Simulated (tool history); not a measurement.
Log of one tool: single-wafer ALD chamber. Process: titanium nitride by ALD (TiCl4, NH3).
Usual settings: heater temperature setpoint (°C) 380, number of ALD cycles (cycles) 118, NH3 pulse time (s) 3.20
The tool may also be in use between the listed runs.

run   hour  heater temperature setpoint (°C)  number of ALD cycles (cycles)  NH3 pulse time (s)  read-back reference wafer on the same gauge, thickness_nm  mean film thickness on the monitor wafer (angstrom)
  1    0.0                               380                            106                3.20                                                      3.115                                                23.58
  2   10.5                               380                            118                3.20                                                      3.119                                                26.25
  3   22.4                               380                            118                3.20                                                      3.120                                                26.31
  4   35.1                               380                            118                3.20                                                      3.123                                                26.43
      41.7  -- gauge calibrated
  5   75.8                               380                            118                3.20                                                      3.075                                                25.87
  6   86.1                               380                            118                3.20                                                      3.073                                                25.96
  7  102.9                               380                            118                3.20                                                      3.075                                                25.89
  8  118.1                               380                            118                3.20                                                      3.079                                                25.92
  9  169.6                               380                            109                3.20                                                      3.084                                                23.99
 10  187.3                               380                            109                3.20                                                      3.087                                                24.14
 11  202.3                               380                            108                3.20                                                      3.087                                                23.83
 12  212.0                               380                            108                3.20                                                      3.089                                                23.81
 13  263.2                               380                            108                3.20                                                      3.095                                                23.93
     272.2  -- thermocouple changed; heater temperature recalibrated
     280.9  -- showerhead replaced
 14  281.4                               380                            118                3.20                                                      3.102                                                26.12
 15  289.4                               380                            123                3.20                                                      3.100                                                27.23
 16  299.8                               380                            123                3.20                                                      3.101                                                27.20
 17  309.2                               380                            123                3.20                                                      3.103                                                27.25
 18  320.3                               371                            118                3.20                                                      3.099                                                25.89
 19  329.9                               373                            112                4.38                                                      3.104                                                25.03
 20  378.2                               385                            102                4.29                                                      3.110                                                23.08
 21  394.7                               380                            118                3.20                                                      3.112                                                26.25
 22  407.6                               380                            118                3.20                                                      3.114                                                26.25
 23  420.7                               380                             95                2.49                                                      3.115                                                20.91
     421.1  -- gauge calibrated
 24  426.8                               380                            118                3.20                                                      3.070                                                25.88
 25  435.3                               384                             95                3.89                                                      3.071                                                21.04
 26  449.4                               384                            130                2.03                                                      3.072                                                28.09
 27  466.6                               380                             98                2.04                                                      3.075                                                21.11
 28  474.0                               380                            118                2.15                                                      3.075                                                25.41
 29  483.7                               371                            131                2.17                                                      3.077                                                27.87
 30  491.9                               395                             95                2.28                                                      3.080                                                20.77
 31  502.5                               366                            118                2.16                                                      3.080                                                24.86
 32  519.7                               380                            104                3.20                                                      3.082                                                22.96
 33  531.0                               380                            118                3.20                                                      3.084                                                25.96
 34  539.5                               380                            118                3.20                                                      3.086                                                25.99
 35  556.7                               380                            118                3.20                                                      3.088                                                26.04
 36  566.8                               380                            118                3.98                                                      3.090                                                26.22
 37  577.6                               373                            112                4.38                                                      3.089                                                24.97
 38  585.1                               389                             99                3.63                                                      3.090                                                21.99
 39  592.6                               391                            137                1.96                                                      3.092                                                29.65
 40  600.2                               380                            118                3.20                                                      3.094                                                26.00

The tool's hidden state at each run:
wafer temperature above the value expected at the setpoint (K): 0 in every run
H1: gauge reads high (%)
run      H1
  1    1.53
  2    1.58
  3    1.62
  4    1.67
  5  0.0864
  6   0.128
  7   0.195
  8   0.256
  9   0.462
 10   0.532
 11   0.592
 12   0.631
 13   0.836
 14   0.909
 15   0.941
 16   0.982
 17    1.02
 18    1.06
 19     1.1
 20     1.3
 21    1.36
 22    1.41
 23    1.47
 24  0.0557
 25  0.0897
 26   0.146
 27   0.215
 28   0.244
 29   0.283
 30   0.316
 31   0.358
 32   0.427
 33   0.472
 34   0.506
 35   0.575
 36   0.616
 37   0.659
 38   0.689
 39   0.719
 40   0.749
